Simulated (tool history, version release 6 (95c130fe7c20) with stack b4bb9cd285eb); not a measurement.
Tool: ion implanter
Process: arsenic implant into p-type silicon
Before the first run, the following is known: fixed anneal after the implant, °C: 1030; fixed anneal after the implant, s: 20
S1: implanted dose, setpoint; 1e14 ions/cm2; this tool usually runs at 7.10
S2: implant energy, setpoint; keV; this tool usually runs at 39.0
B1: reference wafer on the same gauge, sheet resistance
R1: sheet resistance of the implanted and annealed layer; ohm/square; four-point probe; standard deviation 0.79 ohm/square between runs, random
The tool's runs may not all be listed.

| run | hour | S1 | S2 | B1 | R1 |
|---|---|---|---|---|---|
| 1 | 0.0 | 7.10 | 39.0 | 128.90 | 136.37 |
| 2 | 42.5 | 7.61 | 39.0 | 129.27 | 129.60 |
| 3 | 139.7 | 8.62 | 39.0 | 129.03 | 118.84 |
| 4 | 175.9 | 8.62 | 39.0 | 129.02 | 117.23 |
| 5 | 230.3 | 8.62 | 39.0 | 128.81 | 118.10 |
| 6 | 317.5 | 5.72 | 36.0 | 128.91 | 164.10 |
| 7 | 420.4 | 5.72 | 36.0 | 129.19 | 163.52 |
| 8 | 489.7 | 7.10 | 39.0 | 128.99 | 137.00 |
| 9 | 542.6 | 7.10 | 39.0 | 128.94 | 137.15 |
|  | 585.3 | gauge calibrated |
| 10 | 632.7 | 7.10 | 39.0 | 129.29 | 136.74 |
| 11 | 672.1 | 7.10 | 39.0 | 128.72 | 137.68 |
| 12 | 968.7 | 8.42 | 45.5 | 128.89 | 120.20 |
|  | 1005.6 | Faraday cup replaced and dose calibrated |
| 13 | 1070.1 | 7.10 | 39.0 | 129.18 | 134.82 |
| 14 | 1152.7 | 7.10 | 39.0 | 128.79 | 135.38 |
|  | 1182.8 | extraction supply calibrated |
| 15 | 1451.3 | 5.65 | 26.5 | 128.86 | 171.37 |
| 16 | 1500.6 | 7.10 | 39.0 | 128.81 | 136.22 |
| 17 | 1596.0 | 8.09 | 48.5 | 128.99 | 119.80 |
| 18 | 1637.5 | 8.97 | 32.5 | 129.21 | 117.96 |
| 19 | 1686.2 | 8.43 | 47.0 | 128.90 | 117.74 |
| 20 | 1744.8 | 7.10 | 39.0 | 129.06 | 136.32 |
| 21 | 1840.0 | 6.45 | 50.5 | 128.79 | 142.92 |
| 22 | 1917.4 | 7.75 | 50.5 | 129.19 | 124.35 |
| 23 | 1994.2 | 7.10 | 39.0 | 128.84 | 137.88 |
| 24 | 2050.0 | 7.75 | 43.0 | 128.98 | 128.65 |
| 25 | 2127.5 | 5.12 | 43.5 | 128.81 | 177.39 |
| 26 | 2215.0 | 7.10 | 28.0 | 129.11 | 145.83 |
| 27 | 2257.7 | 4.99 | 35.0 | 129.01 | 184.98 |
|  | 2278.9 | Faraday cup replaced and dose calibrated |
| 28 | 2295.2 | 7.10 | 39.0 | 128.75 | 133.53 |
| 29 | 2357.1 | 5.97 | 32.0 | 128.88 | 159.75 |
| 30 | 2426.6 | 7.10 | 31.0 | 129.01 | 140.05 |
| 31 | 2467.9 | 6.42 | 30.0 | 128.93 | 150.33 |
| 32 | 2520.2 | 5.92 | 39.0 | 129.14 | 153.92 |
| 33 | 2618.1 | 5.05 | 52.0 | 129.30 | 167.64 |
| 34 | 2690.8 | 8.41 | 47.5 | 128.88 | 116.49 |
| 35 | 2762.4 | 8.61 | 25.5 | 128.88 | 126.01 |
| 36 | 2847.6 | 8.70 | 52.5 | 128.65 | 111.71 |
| 37 | 2887.0 | 7.10 | 39.0 | 129.11 | 135.11 |
| 38 | 2964.0 | 7.76 | 29.5 | 129.08 | 132.36 |

3 ways to go on from here, each from the tool as it stands after run 38. What would each give?
| A | 2964.4 | 7.10 | 39.0 | ? | ? |
| B | 2964.4 | 6.17 | 44.5 | ? | ? |
| C | 2964.4 | 8.62 | 35.0 | ? | ? |

| run | B1 | R1 |
|---|---|---|
| A | 129.11 | 135.86 |
| B | 129.11 | 148.20 |
| C | 129.11 | 119.99 |
What these runs would have given with no unlogged condition in the tool:
| run | R1 |
|---|---|
| A | 135.22 |
| B | 147.49 |
| C | 119.46 |
